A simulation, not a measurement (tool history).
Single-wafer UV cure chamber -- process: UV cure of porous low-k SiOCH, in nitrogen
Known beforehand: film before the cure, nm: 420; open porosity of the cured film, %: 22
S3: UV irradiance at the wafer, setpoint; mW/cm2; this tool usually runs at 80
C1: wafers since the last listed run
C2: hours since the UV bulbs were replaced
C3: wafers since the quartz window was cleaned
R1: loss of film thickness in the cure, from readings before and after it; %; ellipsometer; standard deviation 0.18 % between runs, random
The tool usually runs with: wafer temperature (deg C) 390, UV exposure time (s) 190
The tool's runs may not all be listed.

run 1 hour=0.0 | wafer_temperature_(deg_C)=390 UV_exposure_time_(s)=190 S3=80 | C1=0 C2=1636.1 C3=1211 | R1=9.851
run 2 hour=7.5 | wafer_temperature_(deg_C)=390 UV_exposure_time_(s)=190 S3=80 | C1=44 C2=1643.6 C3=1255 | R1=10.004
run 3 hour=18.6 | wafer_temperature_(deg_C)=390 UV_exposure_time_(s)=270 S3=80 | C1=65 C2=1654.7 C3=1320 | R1=11.605
run 4 hour=28.7 | wafer_temperature_(deg_C)=390 UV_exposure_time_(s)=270 S3=80 | C1=59 C2=1664.8 C3=1380 | R1=11.453
run 5 hour=39.1 | wafer_temperature_(deg_C)=390 UV_exposure_time_(s)=190 S3=80 | C1=61 C2=1675.2 C3=1441 | R1=9.832
run 6 hour=49.3 | wafer_temperature_(deg_C)=390 UV_exposure_time_(s)=190 S3=80 | C1=60 C2=1685.4 C3=1501 | R1=10.061
run 7 hour=66.8 | wafer_temperature_(deg_C)=390 UV_exposure_time_(s)=190 S3=80 | C1=103 C2=1702.9 C3=1604 | R1=9.583
run 8 hour=72.9 | wafer_temperature_(deg_C)=390 UV_exposure_time_(s)=190 S3=80 | C1=35 C2=1709.0 C3=1640 | R1=9.433
run 9 hour=86.0 | wafer_temperature_(deg_C)=390 UV_exposure_time_(s)=115 S3=80 | C1=77 C2=1722.1 C3=1718 | R1=7.514
run 10 hour=99.9 | wafer_temperature_(deg_C)=390 UV_exposure_time_(s)=190 S3=80 | C1=81 C2=1736.0 C3=1799 | R1=9.912
run 11 hour=107.7 | wafer_temperature_(deg_C)=390 UV_exposure_time_(s)=190 S3=80 | C1=45 C2=1743.8 C3=1845 | R1=9.852
run 12 hour=120.6 | wafer_temperature_(deg_C)=390 UV_exposure_time_(s)=190 S3=80 | C1=76 C2=1756.7 C3=1921 | R1=9.744
run 13 hour=136.9 | wafer_temperature_(deg_C)=390 UV_exposure_time_(s)=190 S3=80 | C1=96 C2=1773.0 C3=2018 | R1=9.499
run 14 hour=143.0 | wafer_temperature_(deg_C)=390 UV_exposure_time_(s)=190 S3=68 | C1=35 C2=1779.1 C3=2053 | R1=8.857
run 15 hour=149.2 | wafer_temperature_(deg_C)=390 UV_exposure_time_(s)=190 S3=68 | C1=36 C2=1785.3 C3=2090 | R1=8.726
run 16 hour=162.5 | wafer_temperature_(deg_C)=390 UV_exposure_time_(s)=190 S3=68 | C1=78 C2=1798.6 C3=2168 | R1=8.868
run 17 hour=173.3 | wafer_temperature_(deg_C)=390 UV_exposure_time_(s)=240 S3=62 | C1=63 C2=1809.4 C3=2232 | R1=9.470
-- hour=189.8 UV bulbs replaced
run 18 hour=190.3 | wafer_temperature_(deg_C)=390 UV_exposure_time_(s)=240 S3=62 | C1=53 C2=0.5 C3=2285 | R1=9.505
run 19 hour=198.8 | wafer_temperature_(deg_C)=390 UV_exposure_time_(s)=95 S3=80 | C1=50 C2=9.0 C3=2335 | R1=6.258
run 20 hour=210.2 | wafer_temperature_(deg_C)=390 UV_exposure_time_(s)=190 S3=80 | C1=67 C2=20.4 C3=2402 | R1=9.175
run 21 hour=226.2 | wafer_temperature_(deg_C)=407 UV_exposure_time_(s)=190 S3=59 | C1=94 C2=36.4 C3=2497 | R1=8.217
run 22 hour=234.5 | wafer_temperature_(deg_C)=407 UV_exposure_time_(s)=265 S3=68 | C1=48 C2=44.7 C3=2546 | R1=10.134

Estimate the outcome of run 23 from the log above:
run 23 hour=245.0 | wafer_temperature_(deg_C)=375 UV_exposure_time_(s)=285 S3=80 | C1=61 C2=55.2 C3=2607 | R1=?

Run 23 measured R1 10.715 %.
With no hidden state in the tool, this same run would have given R1 11.692 %.
